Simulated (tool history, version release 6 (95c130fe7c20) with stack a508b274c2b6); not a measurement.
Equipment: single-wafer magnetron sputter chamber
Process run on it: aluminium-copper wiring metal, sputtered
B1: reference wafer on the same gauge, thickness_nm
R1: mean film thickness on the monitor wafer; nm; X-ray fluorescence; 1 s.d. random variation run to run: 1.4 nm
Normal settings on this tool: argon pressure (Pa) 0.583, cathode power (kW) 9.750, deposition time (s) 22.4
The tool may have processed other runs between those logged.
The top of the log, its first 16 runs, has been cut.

run 17 hour=1159.2 | argon_pressure_(Pa)=0.402 cathode_power_(kW)=8.900 deposition_time_(s)=25.8 | B1=296.583 | R1=354.394
run 18 hour=1263.3 | argon_pressure_(Pa)=0.799 cathode_power_(kW)=7.800 deposition_time_(s)=26.6 | B1=296.579 | R1=276.995
run 19 hour=1321.5 | argon_pressure_(Pa)=0.583 cathode_power_(kW)=9.750 deposition_time_(s)=22.4 | B1=297.025 | R1=314.704
run 20 hour=1414.7 | argon_pressure_(Pa)=0.415 cathode_power_(kW)=10.500 deposition_time_(s)=19.3 | B1=296.709 | R1=310.598
run 21 hour=1459.7 | argon_pressure_(Pa)=0.753 cathode_power_(kW)=10.450 deposition_time_(s)=18.8 | B1=297.284 | R1=261.905
run 22 hour=1561.4 | argon_pressure_(Pa)=0.753 cathode_power_(kW)=7.400 deposition_time_(s)=22.4 | B1=296.954 | R1=220.238
run 23 hour=1653.6 | argon_pressure_(Pa)=0.462 cathode_power_(kW)=12.100 deposition_time_(s)=19.6 | B1=296.839 | R1=353.094
-- hour=1676.7 sputter target and shields replaced
-- hour=1728.4 gauge calibrated
run 24 hour=1757.5 | argon_pressure_(Pa)=0.583 cathode_power_(kW)=10.400 deposition_time_(s)=22.4 | B1=297.434 | R1=336.156
run 25 hour=1850.8 | argon_pressure_(Pa)=0.430 cathode_power_(kW)=11.200 deposition_time_(s)=23.8 | B1=296.369 | R1=406.443
run 26 hour=1900.8 | argon_pressure_(Pa)=0.684 cathode_power_(kW)=8.000 deposition_time_(s)=24.9 | B1=297.529 | R1=275.132
-- hour=1967.9 capacitance manometer re-zeroed and calibrated
run 27 hour=1999.3 | argon_pressure_(Pa)=0.583 cathode_power_(kW)=10.750 deposition_time_(s)=22.4 | B1=297.373 | R1=352.567
run 28 hour=2073.1 | argon_pressure_(Pa)=0.758 cathode_power_(kW)=9.750 deposition_time_(s)=22.4 | B1=296.870 | R1=297.661
run 29 hour=2144.1 | argon_pressure_(Pa)=0.583 cathode_power_(kW)=9.750 deposition_time_(s)=22.4 | B1=297.372 | R1=317.490
run 30 hour=2211.5 | argon_pressure_(Pa)=0.583 cathode_power_(kW)=9.750 deposition_time_(s)=18.0 | B1=296.990 | R1=252.883
run 31 hour=2308.3 | argon_pressure_(Pa)=0.389 cathode_power_(kW)=9.750 deposition_time_(s)=20.9 | B1=297.333 | R1=314.905
run 32 hour=2350.0 | argon_pressure_(Pa)=0.673 cathode_power_(kW)=7.550 deposition_time_(s)=22.4 | B1=297.060 | R1=234.760
-- hour=2387.7 sputter target and shields replaced
run 33 hour=2454.8 | argon_pressure_(Pa)=0.583 cathode_power_(kW)=10.750 deposition_time_(s)=22.4 | B1=297.113 | R1=353.874

Alternative continuations, all from the tool just after run 33; predict every row:
run A hour=2455.2 | argon_pressure_(Pa)=0.410 cathode_power_(kW)=9.750 deposition_time_(s)=22.4 | B1=? | R1=?
run B hour=2455.2 | argon_pressure_(Pa)=0.771 cathode_power_(kW)=8.250 deposition_time_(s)=26.1 | B1=? | R1=?
run C hour=2455.2 | argon_pressure_(Pa)=0.708 cathode_power_(kW)=8.050 deposition_time_(s)=22.4 | B1=? | R1=?
run D hour=2455.2 | argon_pressure_(Pa)=0.583 cathode_power_(kW)=7.400 deposition_time_(s)=22.4 | B1=? | R1=?
run E hour=2455.2 | argon_pressure_(Pa)=0.583 cathode_power_(kW)=7.900 deposition_time_(s)=26.6 | B1=? | R1=?

run=A B1=296.863 R1=341.926
run=B B1=296.863 R1=294.868
run=C B1=296.863 R1=252.634
run=D B1=296.863 R1=243.160
run=E B1=296.863 R1=308.263
With the hidden condition removed and each run's random variation left untouched, the same runs would have given:
run=A R1=345.137
run=B R1=298.453
run=C R1=255.590
run=D R1=245.776
run=E R1=311.579
